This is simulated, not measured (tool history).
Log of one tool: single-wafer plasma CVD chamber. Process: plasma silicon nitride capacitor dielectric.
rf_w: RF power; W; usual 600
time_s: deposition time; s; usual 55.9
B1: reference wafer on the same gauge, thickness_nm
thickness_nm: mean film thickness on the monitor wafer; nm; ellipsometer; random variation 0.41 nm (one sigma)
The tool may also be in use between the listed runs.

run 1 hour=0.0 | rf_w=645 time_s=55.9 | B1=75.998 | thickness_nm=86.049
run 2 hour=103.6 | rf_w=645 time_s=55.9 | B1=75.700 | thickness_nm=86.254
run 3 hour=208.8 | rf_w=645 time_s=55.9 | B1=75.414 | thickness_nm=84.828
run 4 hour=283.0 | rf_w=600 time_s=48.1 | B1=75.252 | thickness_nm=70.975
run 5 hour=351.2 | rf_w=600 time_s=55.9 | B1=75.221 | thickness_nm=82.763
run 6 hour=423.1 | rf_w=600 time_s=55.9 | B1=75.138 | thickness_nm=81.586
run 7 hour=482.8 | rf_w=600 time_s=55.9 | B1=75.083 | thickness_nm=81.729
run 8 hour=787.8 | rf_w=600 time_s=52.8 | B1=74.697 | thickness_nm=77.141
run 9 hour=885.7 | rf_w=600 time_s=55.9 | B1=74.641 | thickness_nm=81.516
-- hour=1027.7 RF generator calibrated
run 10 hour=1052.7 | rf_w=600 time_s=55.9 | B1=74.545 | thickness_nm=82.162
run 11 hour=1093.9 | rf_w=600 time_s=55.9 | B1=74.527 | thickness_nm=81.397
run 12 hour=1182.4 | rf_w=600 time_s=55.9 | B1=74.445 | thickness_nm=81.256
-- hour=1218.0 showerhead replaced
run 13 hour=1264.3 | rf_w=600 time_s=55.9 | B1=74.459 | thickness_nm=80.883
run 14 hour=1309.9 | rf_w=600 time_s=55.9 | B1=74.414 | thickness_nm=82.030
run 15 hour=1404.3 | rf_w=690 time_s=51.0 | B1=74.506 | thickness_nm=79.468
run 16 hour=1474.9 | rf_w=500 time_s=50.7 | B1=74.239 | thickness_nm=66.676
-- hour=1504.0 gauge calibrated
run 17 hour=1550.7 | rf_w=675 time_s=55.9 | B1=77.067 | thickness_nm=89.036
run 18 hour=1596.5 | rf_w=480 time_s=51.3 | B1=76.848 | thickness_nm=68.308
run 19 hour=1684.2 | rf_w=600 time_s=55.9 | B1=76.499 | thickness_nm=83.865
run 20 hour=1786.3 | rf_w=720 time_s=55.9 | B1=76.207 | thickness_nm=91.478
run 21 hour=1860.1 | rf_w=555 time_s=52.5 | B1=76.018 | thickness_nm=75.563
run 22 hour=1896.6 | rf_w=525 time_s=50.3 | B1=75.968 | thickness_nm=69.883
run 23 hour=1967.4 | rf_w=600 time_s=55.9 | B1=75.679 | thickness_nm=83.521
run 24 hour=2066.3 | rf_w=600 time_s=66.1 | B1=75.575 | thickness_nm=98.842
run 25 hour=2153.9 | rf_w=525 time_s=51.3 | B1=75.542 | thickness_nm=70.056
run 26 hour=2207.5 | rf_w=555 time_s=52.5 | B1=75.392 | thickness_nm=73.950
run 27 hour=2284.9 | rf_w=535 time_s=49.4 | B1=75.318 | thickness_nm=68.409
run 28 hour=2328.0 | rf_w=670 time_s=55.9 | B1=75.150 | thickness_nm=87.384

Measured less the same run without the tool's hidden state. The same run-to-run variation is in both; the gauge's scatter may not be:
The hidden state here: delivered RF power above the setpoint (%); gauge reads high (%).
run=1 thickness_nm=-1.432
run=2 thickness_nm=-1.744
run=3 thickness_nm=-1.977
run=4 thickness_nm=-1.789
run=5 thickness_nm=-2.214
run=6 thickness_nm=-2.303
run=7 thickness_nm=-2.397
run=8 thickness_nm=-2.589
run=9 thickness_nm=-2.816
run=10 thickness_nm=-2.950
run=11 thickness_nm=-2.945
run=12 thickness_nm=-2.985
run=13 thickness_nm=-3.007
run=14 thickness_nm=-3.068
run=15 thickness_nm=-3.005
run=16 thickness_nm=-2.539
run=17 thickness_nm=-0.165
run=18 thickness_nm=-0.290
run=19 thickness_nm=-0.702
run=20 thickness_nm=-1.146
run=21 thickness_nm=-1.145
run=22 thickness_nm=-1.143
run=23 thickness_nm=-1.544
run=24 thickness_nm=-2.084
run=25 thickness_nm=-1.617
run=26 thickness_nm=-1.787
run=27 thickness_nm=-1.750
run=28 thickness_nm=-2.298
